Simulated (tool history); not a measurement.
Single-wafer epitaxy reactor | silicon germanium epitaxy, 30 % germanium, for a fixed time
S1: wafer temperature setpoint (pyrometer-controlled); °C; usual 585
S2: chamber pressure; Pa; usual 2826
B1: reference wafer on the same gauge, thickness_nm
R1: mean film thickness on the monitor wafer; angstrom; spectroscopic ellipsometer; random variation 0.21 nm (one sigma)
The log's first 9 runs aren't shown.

run     day   S1    S2      B1      R1
 10   4.421  585  2826  48.756  397.64
 11   4.992  595  2493  48.921  466.03
 12   5.267  595  2493  48.933  471.02
 13   5.688  585  2826  48.899  397.16
      6.358  -- gauge calibrated
 14   6.417  585  2826  48.921  395.54
 15   7.042  585  2826  48.836  395.42
 16   9.008  585  2826  49.016  397.48
 17     9.6  585  2826  48.914  397.59
 18  11.629  574  2546  48.952  298.93
 19    12.1  575  3013  49.026  327.48
     12.529  -- showerhead replaced
 20    12.8  585  2826  48.995  396.73
 21  13.458  571  2826  48.854  292.86
 22  14.167  585  2826  48.902  395.47
 23  14.483  585  2826  48.915   397.9
 24  14.992  575  2426  48.887  300.94
 25  15.512  585  3506  49.005  430.96
 26  15.958  585  3120  49.057  411.95
 27  16.208  593  3173  48.916  491.97

The next listed run, before its measurement:
 28  16.658  598  2120   ?   ?

B1: 48.951
R1: 468.82 angstrom
Without the tool's hidden state the same run would have given R1 515.64 angstrom.

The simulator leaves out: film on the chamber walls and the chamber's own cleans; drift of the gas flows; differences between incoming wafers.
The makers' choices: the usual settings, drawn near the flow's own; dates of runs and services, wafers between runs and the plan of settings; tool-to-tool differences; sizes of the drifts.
